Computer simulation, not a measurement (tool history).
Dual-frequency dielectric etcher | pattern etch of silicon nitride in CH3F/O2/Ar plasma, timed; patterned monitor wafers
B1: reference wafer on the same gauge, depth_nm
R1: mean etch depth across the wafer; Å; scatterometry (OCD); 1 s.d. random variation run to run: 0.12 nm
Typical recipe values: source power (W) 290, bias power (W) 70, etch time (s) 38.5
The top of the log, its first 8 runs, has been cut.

{"hour": 345.1, "done": "gauge calibrated"}
{"run": 9, "hour": 372.2, "source power (W)": 290, "bias power (W)": 63, "etch time (s)": 38.5, "B1": 18.18, "R1": 201.8}
{"run": 10, "hour": 491.4, "source power (W)": 290, "bias power (W)": 63, "etch time (s)": 38.5, "B1": 18.19, "R1": 203.5}
{"run": 11, "hour": 554.5, "source power (W)": 290, "bias power (W)": 70, "etch time (s)": 38.5, "B1": 18.17, "R1": 208.8}
{"run": 12, "hour": 615.2, "source power (W)": 290, "bias power (W)": 70, "etch time (s)": 38.5, "B1": 18.16, "R1": 210.4}
{"run": 13, "hour": 666.2, "source power (W)": 240, "bias power (W)": 61, "etch time (s)": 49.0, "B1": 18.18, "R1": 250.1}
{"hour": 721.8, "done": "bias power generator calibrated"}
{"run": 14, "hour": 722.3, "source power (W)": 270, "bias power (W)": 70, "etch time (s)": 49.0, "B1": 18.2, "R1": 265.2}
{"run": 15, "hour": 778.4, "source power (W)": 340, "bias power (W)": 88, "etch time (s)": 42.5, "B1": 18.18, "R1": 256.7}
{"hour": 808.9, "done": "wet clean of the chamber"}
{"run": 16, "hour": 849.2, "source power (W)": 290, "bias power (W)": 70, "etch time (s)": 38.5, "B1": 18.25, "R1": 210.7}
{"run": 17, "hour": 917.0, "source power (W)": 290, "bias power (W)": 70, "etch time (s)": 43.0, "B1": 18.18, "R1": 234.2}
{"hour": 954.0, "done": "source power generator calibrated"}
{"run": 18, "hour": 955.3, "source power (W)": 330, "bias power (W)": 70, "etch time (s)": 32.0, "B1": 18.2, "R1": 181.0}
{"run": 19, "hour": 991.1, "source power (W)": 290, "bias power (W)": 70, "etch time (s)": 38.5, "B1": 18.14, "R1": 208.9}
{"run": 20, "hour": 1016.2, "source power (W)": 290, "bias power (W)": 70, "etch time (s)": 27.5, "B1": 18.22, "R1": 149.2}
{"run": 21, "hour": 1073.5, "source power (W)": 240, "bias power (W)": 85, "etch time (s)": 28.0, "B1": 18.16, "R1": 154.7}
{"hour": 1129.9, "done": "upper electrode replaced"}
{"run": 22, "hour": 1130.4, "source power (W)": 330, "bias power (W)": 70, "etch time (s)": 38.5, "B1": 18.18, "R1": 218.5}
{"run": 23, "hour": 1159.7, "source power (W)": 250, "bias power (W)": 76, "etch time (s)": 48.0, "B1": 18.17, "R1": 263.7}
{"run": 24, "hour": 1195.7, "source power (W)": 310, "bias power (W)": 77, "etch time (s)": 34.0, "B1": 18.22, "R1": 196.2}
{"run": 25, "hour": 1246.5, "source power (W)": 240, "bias power (W)": 70, "etch time (s)": 46.0, "B1": 18.21, "R1": 243.3}
{"run": 26, "hour": 1287.6, "source power (W)": 340, "bias power (W)": 70, "etch time (s)": 43.0, "B1": 18.21, "R1": 246.7}
{"hour": 1372.8, "done": "wet clean of the chamber"}
{"run": 27, "hour": 1373.3, "source power (W)": 320, "bias power (W)": 70, "etch time (s)": 34.5, "B1": 18.19, "R1": 192.4}
{"run": 28, "hour": 1424.9, "source power (W)": 350, "bias power (W)": 81, "etch time (s)": 43.5, "B1": 18.17, "R1": 257.2}
{"run": 29, "hour": 1494.0, "source power (W)": 320, "bias power (W)": 70, "etch time (s)": 31.5, "B1": 18.22, "R1": 174.4}
{"run": 30, "hour": 1551.5, "source power (W)": 290, "bias power (W)": 70, "etch time (s)": 46.0, "B1": 18.18, "R1": 252.8}

Forecast each of these 4 alternatives for the next run:
{"run": "A", "hour": 1551.9, "source power (W)": 290, "bias power (W)": 70, "etch time (s)": 38.5, "B1": "?", "R1": "?"}
{"run": "B", "hour": 1551.9, "source power (W)": 350, "bias power (W)": 79, "etch time (s)": 31.0, "B1": "?", "R1": "?"}
{"run": "C", "hour": 1551.9, "source power (W)": 340, "bias power (W)": 70, "etch time (s)": 38.5, "B1": "?", "R1": "?"}
{"run": "D", "hour": 1551.9, "source power (W)": 290, "bias power (W)": 76, "etch time (s)": 38.5, "B1": "?", "R1": "?"}

run=A B1=18.18 R1=209.2
run=B B1=18.18 R1=182.0
run=C B1=18.18 R1=217.6
run=D B1=18.18 R1=213.6
The same runs, with their run-to-run variation unchanged, on a tool lacking any hidden condition would have given:
run=A R1=207.5
run=B R1=180.5
run=C R1=215.8
run=D R1=211.8

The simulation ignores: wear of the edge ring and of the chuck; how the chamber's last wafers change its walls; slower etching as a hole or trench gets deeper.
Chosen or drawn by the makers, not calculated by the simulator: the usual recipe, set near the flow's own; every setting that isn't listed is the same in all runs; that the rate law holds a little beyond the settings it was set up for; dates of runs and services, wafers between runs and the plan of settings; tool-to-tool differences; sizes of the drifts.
